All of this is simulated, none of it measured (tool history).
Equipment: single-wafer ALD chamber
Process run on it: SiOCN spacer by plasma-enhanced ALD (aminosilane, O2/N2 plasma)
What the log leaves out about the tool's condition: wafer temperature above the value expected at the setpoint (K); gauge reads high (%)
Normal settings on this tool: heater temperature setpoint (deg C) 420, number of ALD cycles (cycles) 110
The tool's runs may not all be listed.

run    hour  heater temperature setpoint (deg C)  number of ALD cycles (cycles)  wafers since the last listed run  hours since the last thermocouple change  hours since the gauge calibration  read-back reference wafer on the same gauge, thickness_nm  mean film thickness on the monitor wafer (nm)
  1       0                                  420                            110                                 0                                    1900.6                              364.6                                                      7.432                                          6.394
  2    72.6                                  420                            110                               131                                    1973.2                              437.2                                                      7.433                                          6.409
  3   179.4                                  420                            110                               193                                      2080                                544                                                      7.432                                          6.391
  4   225.1                                  409                            110                                82                                    2125.7                              589.7                                                       7.43                                           6.65
  5   288.9                                  420                            110                               115                                    2189.5                              653.5                                                      7.432                                          6.375
  6   350.1                                  411                            115                               110                                    2250.7                              714.7                                                      7.431                                          6.966
  7   444.4                                  411                            115                               170                                      2345                                809                                                      7.431                                          6.898
  8   507.5                                  411                            115                               114                                    2408.1                              872.1                                                      7.434                                          6.896
      630.8  -- thermocouple changed; heater temperature recalibrated
  9   667.2                                  420                            110                               274                                      36.4                             1031.8                                                      7.427                                           6.32
      700.9  -- gauge calibrated
 10   719.9                                  420                            110                                95                                      89.1                                 19                                                      7.429                                          6.304
 11   787.8                                  420                            110                               122                                       157                               86.9                                                      7.425                                          6.315
 12     838                                  406                            101                                90                                     207.2                              137.1                                                       7.43                                          6.109
 13   922.5                                  427                            130                               152                                     291.7                              221.6                                                      7.432                                          7.308
 14  1003.5                                  408                            128                               146                                     372.7                              302.6                                                      7.427                                          7.695
 15  1044.7                                  427                            130                                74                                     413.9                              343.8                                                      7.428                                          7.332
 16  1130.2                                  420                            110                               154                                     499.4                              429.3                                                      7.428                                          6.364
 17  1205.7                                  409                            130                               136                                     574.9                              504.8                                                      7.433                                          7.804
 18  1287.2                                  429                             92                               147                                     656.4                              586.3                                                      7.431                                          5.161
 19  1369.1                                  409                             96                               148                                     738.3                              668.2                                                      7.434                                          5.773
 20  1421.5                                  425                            128                                94                                     790.7                              720.6                                                      7.433                                          7.264
 21  1475.4                                  425                            100                                97                                     844.6                              774.5                                                      7.427                                          5.676
 22  1575.8                                  420                            102                               181                                       945                              874.9                                                      7.434                                          5.917

What would each run have given without the hidden state, its run-to-run variation left as it was?
run  mean film thickness on the monitor wafer (nm)
  1                                           6.27
  2                                          6.284
  3                                          6.265
  4                                          6.522
  5                                          6.247
  6                                          6.829
  7                                          6.761
  8                                          6.759
  9                                          6.314
 10                                           6.29
 11                                          6.292
 12                                          6.082
 13                                          7.263
 14                                           7.64
 15                                          7.271
 16                                          6.304
 17                                          7.726
 18                                            5.1
 19                                          5.705
 20                                          7.169
 21                                          5.599
 22                                          5.833
